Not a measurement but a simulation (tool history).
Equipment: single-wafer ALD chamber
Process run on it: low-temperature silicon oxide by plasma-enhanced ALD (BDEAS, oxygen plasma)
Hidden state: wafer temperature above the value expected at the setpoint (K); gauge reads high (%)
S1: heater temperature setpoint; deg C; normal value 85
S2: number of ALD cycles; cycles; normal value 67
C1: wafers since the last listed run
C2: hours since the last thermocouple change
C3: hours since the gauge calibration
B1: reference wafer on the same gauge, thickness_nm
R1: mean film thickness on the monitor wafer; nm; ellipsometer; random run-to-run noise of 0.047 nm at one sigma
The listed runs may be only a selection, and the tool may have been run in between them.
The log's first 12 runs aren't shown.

Run 13, hour 194.0: usual settings; C1 59; C2 1374.7; C3 206.2; B1 8.381. Result: R1 10.149 nm.
Run 14, hour 200.2: usual settings; C1 36; C2 1380.9; C3 212.4; B1 8.400. Result: R1 10.257 nm.
Run 15, hour 210.3: usual settings; C1 59; C2 1391.0; C3 222.5; B1 8.398. Result: R1 10.163 nm.
Run 16, hour 233.0: usual settings; C1 132; C2 1413.7; C3 245.2; B1 8.401. Result: R1 10.181 nm.
Run 17, hour 242.2: usual settings; C1 53; C2 1422.9; C3 254.4; B1 8.394. Result: R1 10.193 nm.
Run 18, hour 252.1: usual settings; C1 57; C2 1432.8; C3 264.3; B1 8.398. Result: R1 10.156 nm.
Run 19, hour 258.7: usual settings but S1 96 deg C, S2 78 cycles; C1 38; C2 1439.4; C3 270.9; B1 8.402. Result: R1 11.505 nm.
Run 20, hour 273.7: usual settings but S1 92 deg C, S2 56 cycles; C1 87; C2 1454.4; C3 285.9; B1 8.405. Result: R1 8.350 nm.
Run 21, hour 318.9: usual settings but S1 76 deg C, S2 75 cycles; C1 264; C2 1499.6; C3 331.1; B1 8.384. Result: R1 11.661 nm.
Run 22, hour 327.5: usual settings but S1 90 deg C, S2 74 cycles; C1 50; C2 1508.2; C3 339.7; B1 8.412. Result: R1 11.119 nm.
Run 23, hour 340.8: usual settings but S1 98 deg C, S2 60 cycles; C1 77; C2 1521.5; C3 353.0; B1 8.396. Result: R1 8.814 nm.
At hour 353.8: thermocouple changed; heater temperature recalibrated.
Run 24, hour 355.1: usual settings but S1 90 deg C, S2 62 cycles; C1 36; C2 1.3; C3 367.3; B1 8.414. Result: R1 9.291 nm.
Run 25, hour 361.6: usual settings; C1 38; C2 7.8; C3 373.8; B1 8.412. Result: R1 10.247 nm.
Run 26, hour 378.8: usual settings but S2 56 cycles; C1 100; C2 25.0; C3 391.0; B1 8.405. Result: R1 8.464 nm.
Run 27, hour 392.1: usual settings but S1 90 deg C, S2 60 cycles; C1 77; C2 38.3; C3 404.3; B1 8.398. Result: R1 9.030 nm.
At hour 397.4: gauge calibrated.
Run 28, hour 404.6: usual settings but S1 80 deg C; C1 73; C2 50.8; C3 7.2; B1 8.393. Result: R1 10.274 nm.
Run 29, hour 416.8: usual settings but S1 96 deg C, S2 74 cycles; C1 71; C2 63.0; C3 19.4; B1 8.396. Result: R1 10.769 nm.
Run 30, hour 424.4: usual settings but S1 80 deg C, S2 61 cycles; C1 44; C2 70.6; C3 27.0; B1 8.395. Result: R1 9.358 nm.
Run 31, hour 432.4: usual settings; C1 46; C2 78.6; C3 35.0; B1 8.404. Result: R1 10.254 nm.
Run 32, hour 446.1: usual settings but S1 94 deg C, S2 80 cycles; C1 80; C2 92.3; C3 48.7; B1 8.403. Result: R1 11.828 nm.
Run 33, hour 452.2: usual settings but S1 78 deg C; C1 35; C2 98.4; C3 54.8; B1 8.404. Result: R1 10.387 nm.
Run 34, hour 463.8: usual settings but S1 98 deg C, S2 57 cycles; C1 67; C2 110.0; C3 66.4; B1 8.391. Result: R1 8.383 nm.
Run 35, hour 474.6: usual settings but S1 78 deg C; C1 63; C2 120.8; C3 77.2; B1 8.402. Result: R1 10.474 nm.

What will run 36 give?
Run 36, hour 492.2: usual settings but S2 61 cycles; C1 102; C2 138.4; C3 94.8; B1 ?. Result: R1 ?.

{"run 36": {"B1": 8.402, "R1": 9.306}}
Had the tool carried no hidden state, the very same run would have given R1 9.306 nm.

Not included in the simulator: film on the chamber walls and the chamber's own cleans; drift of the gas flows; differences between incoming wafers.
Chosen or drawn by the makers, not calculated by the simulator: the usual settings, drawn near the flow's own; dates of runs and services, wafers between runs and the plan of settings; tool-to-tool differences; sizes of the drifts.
